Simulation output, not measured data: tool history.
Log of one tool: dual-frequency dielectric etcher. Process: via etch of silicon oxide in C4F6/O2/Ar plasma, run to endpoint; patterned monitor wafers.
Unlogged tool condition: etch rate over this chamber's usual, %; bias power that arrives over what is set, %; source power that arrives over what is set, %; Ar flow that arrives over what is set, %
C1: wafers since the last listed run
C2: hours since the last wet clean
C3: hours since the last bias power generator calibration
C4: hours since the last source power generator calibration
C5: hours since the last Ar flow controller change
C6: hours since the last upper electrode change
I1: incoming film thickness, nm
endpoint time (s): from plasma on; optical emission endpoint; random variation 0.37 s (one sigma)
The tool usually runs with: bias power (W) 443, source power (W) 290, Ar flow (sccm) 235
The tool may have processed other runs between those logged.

{"run": 1, "day": 0.0, "bias power (W)": 443, "source power (W)": 290, "Ar flow (sccm)": 257, "C1": 0, "C2": 270.3, "C3": 1128.2, "C4": 3056.6, "C5": 4118.9, "C6": 2113.8, "I1": 197.8, "endpoint time (s)": 51.1}
{"run": 2, "day": 0.4, "bias power (W)": 443, "source power (W)": 290, "Ar flow (sccm)": 235, "C1": 161, "C2": 279.9, "C3": 1137.8, "C4": 3066.2, "C5": 4128.5, "C6": 2123.4, "I1": 199.5, "endpoint time (s)": 51.5}
{"run": 3, "day": 0.8, "bias power (W)": 443, "source power (W)": 290, "Ar flow (sccm)": 235, "C1": 161, "C2": 289.5, "C3": 1147.4, "C4": 3075.8, "C5": 4138.1, "C6": 2133.0, "I1": 201.0, "endpoint time (s)": 51.8}
{"run": 4, "day": 1.158, "bias power (W)": 443, "source power (W)": 290, "Ar flow (sccm)": 235, "C1": 144, "C2": 298.1, "C3": 1156.0, "C4": 3084.4, "C5": 4146.7, "C6": 2141.6, "I1": 201.2, "endpoint time (s)": 52.0}
{"run": 5, "day": 2.204, "bias power (W)": 443, "source power (W)": 290, "Ar flow (sccm)": 235, "C1": 421, "C2": 323.2, "C3": 1181.1, "C4": 3109.5, "C5": 4171.8, "C6": 2166.7, "I1": 201.0, "endpoint time (s)": 52.3}
{"day": 2.658, "done": "source power generator calibrated"}
{"run": 6, "day": 2.842, "bias power (W)": 443, "source power (W)": 290, "Ar flow (sccm)": 235, "C1": 189, "C2": 338.5, "C3": 1196.4, "C4": 4.4, "C5": 4187.1, "C6": 2182.0, "I1": 200.5, "endpoint time (s)": 51.4}
{"run": 7, "day": 4.625, "bias power (W)": 478, "source power (W)": 290, "Ar flow (sccm)": 191, "C1": 718, "C2": 381.3, "C3": 1239.2, "C4": 47.2, "C5": 4229.9, "C6": 2224.8, "I1": 199.0, "endpoint time (s)": 49.1}
{"day": 5.817, "done": "upper electrode replaced"}
{"run": 8, "day": 5.838, "bias power (W)": 478, "source power (W)": 290, "Ar flow (sccm)": 191, "C1": 85, "C2": 410.4, "C3": 1268.3, "C4": 76.3, "C5": 4259.0, "C6": 0.5, "I1": 199.0, "endpoint time (s)": 50.0}
{"run": 9, "day": 5.85, "bias power (W)": 443, "source power (W)": 250, "Ar flow (sccm)": 235, "C1": 5, "C2": 410.7, "C3": 1268.6, "C4": 76.6, "C5": 4259.3, "C6": 0.8, "I1": 199.0, "endpoint time (s)": 56.8}
{"run": 10, "day": 6.271, "bias power (W)": 356, "source power (W)": 290, "Ar flow (sccm)": 235, "C1": 169, "C2": 420.8, "C3": 1278.7, "C4": 86.7, "C5": 4269.4, "C6": 10.9, "I1": 198.0, "endpoint time (s)": 54.4}
{"day": 6.6, "done": "Ar flow controller replaced"}
{"run": 11, "day": 6.792, "bias power (W)": 443, "source power (W)": 320, "Ar flow (sccm)": 286, "C1": 109, "C2": 433.3, "C3": 1291.2, "C4": 99.2, "C5": 4.6, "C6": 23.4, "I1": 200.8, "endpoint time (s)": 50.6}
{"day": 7.196, "done": "bias power generator calibrated"}
{"run": 12, "day": 7.217, "bias power (W)": 355, "source power (W)": 290, "Ar flow (sccm)": 209, "C1": 104, "C2": 443.5, "C3": 0.5, "C4": 109.4, "C5": 14.8, "C6": 33.6, "I1": 199.0, "endpoint time (s)": 53.9}
{"run": 13, "day": 8.762, "bias power (W)": 443, "source power (W)": 350, "Ar flow (sccm)": 188, "C1": 622, "C2": 480.6, "C3": 37.6, "C4": 146.5, "C5": 51.9, "C6": 70.7, "I1": 198.2, "endpoint time (s)": 46.1}
{"run": 14, "day": 9.054, "bias power (W)": 443, "source power (W)": 290, "Ar flow (sccm)": 212, "C1": 117, "C2": 487.6, "C3": 44.6, "C4": 153.5, "C5": 58.9, "C6": 77.7, "I1": 200.3, "endpoint time (s)": 52.1}
{"run": 15, "day": 9.8, "bias power (W)": 541, "source power (W)": 340, "Ar flow (sccm)": 235, "C1": 300, "C2": 505.5, "C3": 62.5, "C4": 171.4, "C5": 76.8, "C6": 95.6, "I1": 200.0, "endpoint time (s)": 46.3}
{"run": 16, "day": 10.5, "bias power (W)": 473, "source power (W)": 340, "Ar flow (sccm)": 257, "C1": 282, "C2": 522.3, "C3": 79.3, "C4": 188.2, "C5": 93.6, "C6": 112.4, "I1": 197.7, "endpoint time (s)": 47.1}
{"run": 17, "day": 11.121, "bias power (W)": 443, "source power (W)": 290, "Ar flow (sccm)": 235, "C1": 250, "C2": 537.2, "C3": 94.2, "C4": 203.1, "C5": 108.5, "C6": 127.3, "I1": 199.8, "endpoint time (s)": 52.9}
{"run": 18, "day": 11.65, "bias power (W)": 443, "source power (W)": 290, "Ar flow (sccm)": 282, "C1": 213, "C2": 549.9, "C3": 106.9, "C4": 215.8, "C5": 121.2, "C6": 140.0, "I1": 201.4, "endpoint time (s)": 55.1}
{"day": 12.671, "done": "wet clean of the chamber"}
{"run": 19, "day": 12.692, "bias power (W)": 443, "source power (W)": 290, "Ar flow (sccm)": 235, "C1": 16, "C2": 0.5, "C3": 131.9, "C4": 240.8, "C5": 146.2, "C6": 165.0, "I1": 198.4, "endpoint time (s)": 49.6}
{"run": 20, "day": 12.712, "bias power (W)": 382, "source power (W)": 350, "Ar flow (sccm)": 210, "C1": 8, "C2": 1.0, "C3": 132.4, "C4": 241.3, "C5": 146.7, "C6": 165.5, "I1": 199.4, "endpoint time (s)": 46.2}
{"run": 21, "day": 13.317, "bias power (W)": 487, "source power (W)": 340, "Ar flow (sccm)": 235, "C1": 243, "C2": 15.5, "C3": 146.9, "C4": 255.8, "C5": 161.2, "C6": 180.0, "I1": 198.1, "endpoint time (s)": 44.5}
{"run": 22, "day": 13.996, "bias power (W)": 345, "source power (W)": 270, "Ar flow (sccm)": 191, "C1": 273, "C2": 31.8, "C3": 163.2, "C4": 272.1, "C5": 177.5, "C6": 196.3, "I1": 198.5, "endpoint time (s)": 53.4}
{"run": 23, "day": 14.467, "bias power (W)": 443, "source power (W)": 290, "Ar flow (sccm)": 235, "C1": 189, "C2": 43.1, "C3": 174.5, "C4": 283.4, "C5": 188.8, "C6": 207.6, "I1": 200.0, "endpoint time (s)": 50.9}
{"run": 24, "day": 15.158, "bias power (W)": 355, "source power (W)": 350, "Ar flow (sccm)": 291, "C1": 278, "C2": 59.7, "C3": 191.1, "C4": 300.0, "C5": 205.4, "C6": 224.2, "I1": 199.0, "endpoint time (s)": 48.5}
{"run": 25, "day": 15.608, "bias power (W)": 443, "source power (W)": 290, "Ar flow (sccm)": 235, "C1": 181, "C2": 70.5, "C3": 201.9, "C4": 310.8, "C5": 216.2, "C6": 235.0, "I1": 200.5, "endpoint time (s)": 51.0}
{"run": 26, "day": 16.312, "bias power (W)": 338, "source power (W)": 340, "Ar flow (sccm)": 235, "C1": 283, "C2": 87.4, "C3": 218.8, "C4": 327.7, "C5": 233.1, "C6": 251.9, "I1": 198.2, "endpoint time (s)": 48.9}
{"run": 27, "day": 17.179, "bias power (W)": 542, "source power (W)": 290, "Ar flow (sccm)": 207, "C1": 349, "C2": 108.2, "C3": 239.6, "C4": 348.5, "C5": 253.9, "C6": 272.7, "I1": 199.7, "endpoint time (s)": 47.2}
{"run": 28, "day": 17.446, "bias power (W)": 360, "source power (W)": 250, "Ar flow (sccm)": 212, "C1": 107, "C2": 114.6, "C3": 246.0, "C4": 354.9, "C5": 260.3, "C6": 279.1, "I1": 200.2, "endpoint time (s)": 57.5}
{"run": 29, "day": 17.771, "bias power (W)": 375, "source power (W)": 290, "Ar flow (sccm)": 235, "C1": 130, "C2": 122.4, "C3": 253.8, "C4": 362.7, "C5": 268.1, "C6": 286.9, "I1": 198.2, "endpoint time (s)": 52.4}

Forecast each of these 4 alternatives for the next run:
{"run": "A", "day": 17.788, "bias power (W)": 443, "source power (W)": 290, "Ar flow (sccm)": 235, "C1": 6, "C2": 122.8, "C3": 254.2, "C4": 363.1, "C5": 268.5, "C6": 287.3, "I1": 199.5, "endpoint time (s)": "?"}
{"run": "B", "day": 17.788, "bias power (W)": 443, "source power (W)": 230, "Ar flow (sccm)": 235, "C1": 6, "C2": 122.8, "C3": 254.2, "C4": 363.1, "C5": 268.5, "C6": 287.3, "I1": 199.5, "endpoint time (s)": "?"}
{"run": "C", "day": 17.788, "bias power (W)": 474, "source power (W)": 310, "Ar flow (sccm)": 235, "C1": 6, "C2": 122.8, "C3": 254.2, "C4": 363.1, "C5": 268.5, "C6": 287.3, "I1": 199.5, "endpoint time (s)": "?"}
{"run": "D", "day": 17.788, "bias power (W)": 365, "source power (W)": 340, "Ar flow (sccm)": 206, "C1": 6, "C2": 122.8, "C3": 254.2, "C4": 363.1, "C5": 268.5, "C6": 287.3, "I1": 199.5, "endpoint time (s)": "?"}

run=A endpoint_time_(s)=50.5
run=B endpoint_time_(s)=57.9
run=C endpoint_time_(s)=47.9
run=D endpoint_time_(s)=47.8
The same runs, with their run-to-run variation unchanged, on a tool lacking any hidden condition would have given:
run=A endpoint_time_(s)=49.7
run=B endpoint_time_(s)=57.0
run=C endpoint_time_(s)=47.1
run=D endpoint_time_(s)=47.0
